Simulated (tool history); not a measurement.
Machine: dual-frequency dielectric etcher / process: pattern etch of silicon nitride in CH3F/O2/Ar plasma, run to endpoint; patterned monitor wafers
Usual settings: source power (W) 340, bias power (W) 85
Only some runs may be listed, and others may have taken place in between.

run    hour  source power (W)  bias power (W)  wafers since the last listed run  hours since the last wet clean  hours since the last source power generator calibration  hours since the last bias power generator calibration  hours since the last upper electrode change  incoming incoming film thickness, nm  endpoint time (s)
  1       0               340              85                                 0                           449.4                                                   3181.8                                                   2471                                        911.7                                 24.31               35.1
  2    85.1               320              85                              1163                           534.5                                                   3266.9                                                 2556.1                                        996.8                                 24.56               36.3
      147.1  -- wet clean of the chamber
  3     153               320              85                               600                             5.9                                                   3334.8                                                   2624                                       1064.7                                  24.3               36.7
  4   213.6               340              85                               828                            66.5                                                   3395.4                                                 2684.6                                       1125.3                                 23.97               35.5
  5   378.9               340              85                              2260                           231.8                                                   3560.7                                                 2849.9                                       1290.6                                 24.56               35.5
  6   418.4               340              85                               540                           271.3                                                   3600.2                                                 2889.4                                       1330.1                                 24.53               35.6
  7   463.9               340              85                               622                           316.8                                                   3645.7                                                 2934.9                                       1375.6                                  24.3               35.1
  8     505               340              85                               562                           357.9                                                   3686.8                                                   2976                                       1416.7                                 24.17               34.9
  9   601.6               340              85                              1321                           454.5                                                   3783.4                                                 3072.6                                       1513.3                                 24.44               34.9
      627.3  -- source power generator calibrated
      656.1  -- bias power generator calibrated
      692.6  -- wet clean of the chamber
 10   707.8               300              70                              1014                            15.2                                                     80.5                                                   51.7                                       1619.5                                 24.34               39.2
 11   757.6               280              66                               681                              65                                                    130.3                                                  101.5                                       1669.3                                 24.64               41.4
 12     829               260              73                               976                           136.4                                                    201.7                                                  172.9                                       1740.7                                 24.58               41.3
 13   914.3               300              91                              1166                           221.7                                                      287                                                  258.2                                         1826                                 24.58               36.8
 14  1043.3               400              85                              1764                           350.7                                                      416                                                  387.2                                         1955                                 24.28               32.6
       1107  -- upper electrode replaced
 15    1139               400              93                               980                           446.4                                                    511.7                                                  482.9                                           32                                 24.76               32.2
     1241.2  -- wet clean of the chamber
 16  1241.7               340              77                              1076                             0.5                                                    614.4                                                  585.6                                        134.7                                 24.61               37.3
 17  1311.8               270              92                               958                            70.6                                                    684.5                                                  655.7                                        204.8                                 24.52               38.6
 18  1385.1               300             104                              1002                           143.9                                                    757.8                                                    729                                        278.1                                 24.23               34.8
 19  1456.9               420              85                               981                           215.7                                                    829.6                                                  800.8                                        349.9                                 24.34               32.3
 20  1533.5               340              85                              1047                           292.3                                                    906.2                                                  877.4                                        426.5                                  24.2                 35
 21  1618.3               340              77                              1159                           377.1                                                      991                                                  962.2                                        511.3                                 24.46               35.6

Pick out some run-to-run changes in endpoint time (s). Of each, how much would a tool without hidden state show as well, from the settings, what came in and chance, and how much is left for the hidden state and any gauge scatter not in both results compared?
Hidden state at play: etch rate over this chamber's usual, %; source power that arrives over what is set, %; bias power that arrives over what is set, %.
Run 2 -> 3: wet clean of the chamber. endpoint time (s) +0.4: hidden state +1, all else -0.6.
Run 9 -> 10: source power (W) 340 -> 300, bias power (W) 85 -> 70, source power generator calibrated, bias power generator calibrated, wet clean of the chamber. endpoint time (s) +4.3: hidden state +1.1, all else +3.2.
Run 12 -> 13: source power (W) 260 -> 300, bias power (W) 73 -> 91. endpoint time (s) -4.5: hidden state -0.3, all else -4.2.
Run 15 -> 16: source power (W) 400 -> 340, bias power (W) 93 -> 77, wet clean of the chamber. endpoint time (s) +5.1: hidden state +0.9, all else +4.2.
